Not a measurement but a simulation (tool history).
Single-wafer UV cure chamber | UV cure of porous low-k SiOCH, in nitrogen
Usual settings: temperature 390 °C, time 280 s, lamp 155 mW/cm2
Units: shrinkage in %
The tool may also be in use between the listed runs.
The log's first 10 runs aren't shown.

run,hour,temperature,time,lamp,shrinkage
# hour 463.1: quartz window cleaned
11,507.6,390,280,155,14.161
12,549.8,390,350,155,15.467
13,590.5,390,350,155,15.334
14,656.3,390,280,155,14.553
15,685.4,390,280,155,14.534
16,746.9,390,280,155,14.305
17,816.3,377,280,155,14.024
# hour 844.5: UV bulbs replaced
# hour 882.9: quartz window cleaned
18,990.2,372,395,173,16.672
19,1025.0,397,280,155,14.362
20,1082.8,390,280,155,14.358
21,1146.4,377,280,138,13.556
22,1207.0,405,210,125,12.361
# hour 1231.8: quartz window cleaned
23,1254.7,378,280,155,14.296
24,1322.3,378,370,141,15.340
25,1362.1,400,280,171,15.082
26,1560.5,390,280,155,14.200
# hour 1591.6: quartz window cleaned
27,1603.9,390,390,155,16.200
28,1655.0,390,280,179,15.099
29,1688.2,390,280,155,14.451
30,1741.1,398,280,171,15.073
31,1793.8,371,330,155,14.605
32,1861.4,406,445,184,17.925
33,1941.7,390,280,190,15.095

Forecast each of these 5 alternatives for the next run:
A,1942.2,390,280,155,?
B,1942.2,409,280,155,?
C,1942.2,373,415,155,?
D,1942.2,390,430,155,?
E,1942.2,390,280,138,?

run,shrinkage
A,14.283
B,14.633
C,15.841
D,16.345
E,13.731
Without the tool's hidden state the same runs would have given:
run,shrinkage
A,14.283
B,14.633
C,15.841
D,16.345
E,13.731
